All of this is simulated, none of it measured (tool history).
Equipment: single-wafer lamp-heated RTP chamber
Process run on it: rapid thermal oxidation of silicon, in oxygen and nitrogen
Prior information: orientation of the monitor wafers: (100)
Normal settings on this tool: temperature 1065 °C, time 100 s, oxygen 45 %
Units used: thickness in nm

run	day	temperature	time	oxygen	wafers since the last listed run	wafers since the last pyrometer calibration	hours since the oxygen flow controller was replaced	hours since the gauge calibration	read-back reference wafer on the same gauge, thickness	thickness
1	0.000	1044	100	45	0	4562	1644.0	84.2	9.166	7.721
2	0.417	1044	100	45	124	4687	1654.0	94.2	9.174	7.694
3	0.675	1044	100	45	77	4764	1660.2	100.4	9.165	7.756
4	0.938	1065	100	45	78	4843	1666.5	106.7	9.171	8.902
5	1.467	1065	100	45	158	5002	1679.2	119.4	9.175	8.916
# day 1.650: gauge calibrated
6	1.988	1065	100	45	156	5158	1691.7	8.1	9.170	8.916
7	2.271	1045	100	45	84	5243	1698.5	14.9	9.171	7.744
8	2.908	1045	100	45	191	5434	1713.8	30.2	9.162	7.748
# day 3.517: pyrometer window cleaned and pyrometer calibrated
9	3.538	1045	100	45	88	6	1728.9	45.3	9.164	7.759
10	3.750	1055	118	45	63	69	1734.0	50.4	9.170	8.928

Estimate the outcome of run 11 from the log above:
11	4.158	1077	141	62	122	192	1743.8	60.2	?	?

Logged for run 11: read-back reference wafer on the same gauge, thickness 9.165, thickness 12.649 nm.
Without the tool's hidden state the same run would have given thickness 12.649 nm.
